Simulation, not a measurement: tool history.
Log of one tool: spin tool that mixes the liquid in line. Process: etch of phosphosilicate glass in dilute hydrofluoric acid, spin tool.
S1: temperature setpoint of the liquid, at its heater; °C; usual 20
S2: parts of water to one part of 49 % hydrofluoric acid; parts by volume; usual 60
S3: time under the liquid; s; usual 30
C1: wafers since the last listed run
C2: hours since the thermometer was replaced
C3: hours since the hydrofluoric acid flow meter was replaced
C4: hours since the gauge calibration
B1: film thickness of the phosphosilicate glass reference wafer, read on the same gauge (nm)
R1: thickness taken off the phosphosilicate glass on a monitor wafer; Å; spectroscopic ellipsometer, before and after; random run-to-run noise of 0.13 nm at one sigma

run	day	S1	S2	S3	C1	C2	C3	C4	B1	R1
1	0	20	60	30	0	933.5	911	160.4	99.98	422.8
2	0.658	20	60	30	211	949.3	926.8	176.2	100	427.9
3	1.85	20	60	30	382	977.9	955.4	204.8	99.99	426.1
4	2.546	20	60	30	223	994.6	972.1	221.5	100	426
5	3.062	20	60	30	165	1007	984.5	233.9	100.01	426
6	4.321	20	60	30	404	1037.2	1014.7	264.1	99.94	423.9
7	5.329	20	50	30	323	1061.4	1038.9	288.3	100.04	516.2
8	5.829	20	75	30	160	1073.4	1050.9	300.3	100	336.7
# day 6.829: thermometer replaced
9	7.167	20	75	30	416	8.1	1083	332.4	99.99	361
# day 7.875: gauge calibrated
10	8.1	20	75	30	299	30.5	1105.4	5.4	99.96	358.2
# day 8.767: hydrofluoric acid flow meter replaced
11	9.171	17	50	45	330	56.2	9.7	31.1	100	668
12	10.354	20	60	30	380	84.6	38.1	59.5	100	417.1
13	11.55	17	35	50	384	113.3	66.8	88.2	99.99	1076.9
14	12.712	20	60	30	373	141.2	94.7	116.1	100.03	420.4
15	14.204	20	35	30	479	177	130.5	151.9	100.03	738.8
16	14.783	20	85	30	186	190.9	144.4	165.8	99.99	287
17	15.629	25	85	30	271	211.2	164.7	186.1	100.02	351.9

Expected results for the next run?
18	16.638	18.5	60	30	323	235.4	188.9	210.3	?	?

B1: 99.99
R1: 391.6 Å
With no hidden state in the tool, this same run would have given R1 390.7 Å.

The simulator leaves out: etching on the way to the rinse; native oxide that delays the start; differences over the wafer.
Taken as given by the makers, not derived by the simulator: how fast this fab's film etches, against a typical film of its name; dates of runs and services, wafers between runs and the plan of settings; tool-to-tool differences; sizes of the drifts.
